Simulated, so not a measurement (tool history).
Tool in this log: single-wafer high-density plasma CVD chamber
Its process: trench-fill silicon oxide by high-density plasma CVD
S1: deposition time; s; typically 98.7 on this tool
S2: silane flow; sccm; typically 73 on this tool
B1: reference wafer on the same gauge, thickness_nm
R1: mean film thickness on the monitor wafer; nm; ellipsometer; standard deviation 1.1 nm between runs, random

run 1 hour=0.0 | S1=106.2 S2=73 | B1=772.955 | R1=876.650
run 2 hour=10.2 | S1=106.2 S2=73 | B1=772.912 | R1=875.358
run 3 hour=24.2 | S1=106.2 S2=73 | B1=772.861 | R1=874.909
run 4 hour=32.6 | S1=98.7 S2=73 | B1=773.001 | R1=813.762
run 5 hour=50.1 | S1=98.7 S2=73 | B1=773.023 | R1=815.704
run 6 hour=58.3 | S1=98.7 S2=73 | B1=773.324 | R1=813.696
run 7 hour=75.7 | S1=98.7 S2=73 | B1=773.013 | R1=814.548
run 8 hour=83.5 | S1=98.7 S2=81 | B1=773.193 | R1=903.125
run 9 hour=96.2 | S1=98.7 S2=81 | B1=773.110 | R1=906.087
run 10 hour=103.3 | S1=111.4 S2=73 | B1=772.769 | R1=921.525
run 11 hour=111.3 | S1=111.4 S2=73 | B1=772.990 | R1=918.806
run 12 hour=125.3 | S1=111.4 S2=73 | B1=773.041 | R1=920.922
-- hour=156.9 silane flow controller replaced
run 13 hour=173.4 | S1=109.2 S2=73 | B1=773.477 | R1=837.201
run 14 hour=183.0 | S1=109.2 S2=73 | B1=773.020 | R1=835.903
run 15 hour=198.5 | S1=98.7 S2=73 | B1=772.720 | R1=756.729
run 16 hour=204.9 | S1=111.4 S2=73 | B1=773.144 | R1=856.329
run 17 hour=221.1 | S1=98.7 S2=85 | B1=772.734 | R1=882.806
run 18 hour=230.5 | S1=117.9 S2=65 | B1=773.282 | R1=805.768
run 19 hour=236.7 | S1=92.8 S2=67 | B1=773.013 | R1=654.175
run 20 hour=251.4 | S1=104.7 S2=68 | B1=772.825 | R1=750.664
-- hour=255.6 gauge calibrated
run 21 hour=263.5 | S1=98.7 S2=73 | B1=772.988 | R1=757.682
run 22 hour=279.8 | S1=98.7 S2=83 | B1=772.916 | R1=862.026
run 23 hour=311.1 | S1=107.7 S2=67 | B1=773.160 | R1=757.923
run 24 hour=325.6 | S1=98.7 S2=73 | B1=773.244 | R1=756.497
run 25 hour=340.5 | S1=112.1 S2=85 | B1=773.355 | R1=1001.213
run 26 hour=351.9 | S1=98.7 S2=73 | B1=773.045 | R1=758.238
run 27 hour=359.1 | S1=116.2 S2=73 | B1=772.770 | R1=892.596
run 28 hour=365.2 | S1=79.0 S2=60 | B1=772.821 | R1=498.115
run 29 hour=376.0 | S1=79.0 S2=69 | B1=773.052 | R1=573.044

Table of differences, measured result less the result of that run with no hidden state. Run-to-run variation is the same in both. Gauge scatter possibly is not:
Hidden state at play: delivered silane flow above the setpoint (%); gauge reads high (%).
run=1 R1=+53.916
run=2 R1=+54.159
run=3 R1=+54.574
run=4 R1=+51.008
run=5 R1=+51.649
run=6 R1=+51.765
run=7 R1=+52.338
run=8 R1=+58.290
run=9 R1=+58.905
run=10 R1=+60.150
run=11 R1=+60.244
run=12 R1=+60.861
run=13 R1=-5.292
run=14 R1=-5.281
run=15 R1=-4.776
run=16 R1=-5.401
run=17 R1=-5.557
run=18 R1=-5.065
run=19 R1=-4.108
run=20 R1=-4.701
run=21 R1=-4.731
run=22 R1=-5.360
run=23 R1=-4.667
run=24 R1=-4.634
run=25 R1=-6.096
run=26 R1=-4.594
run=27 R1=-5.390
run=28 R1=-3.000
run=29 R1=-3.432

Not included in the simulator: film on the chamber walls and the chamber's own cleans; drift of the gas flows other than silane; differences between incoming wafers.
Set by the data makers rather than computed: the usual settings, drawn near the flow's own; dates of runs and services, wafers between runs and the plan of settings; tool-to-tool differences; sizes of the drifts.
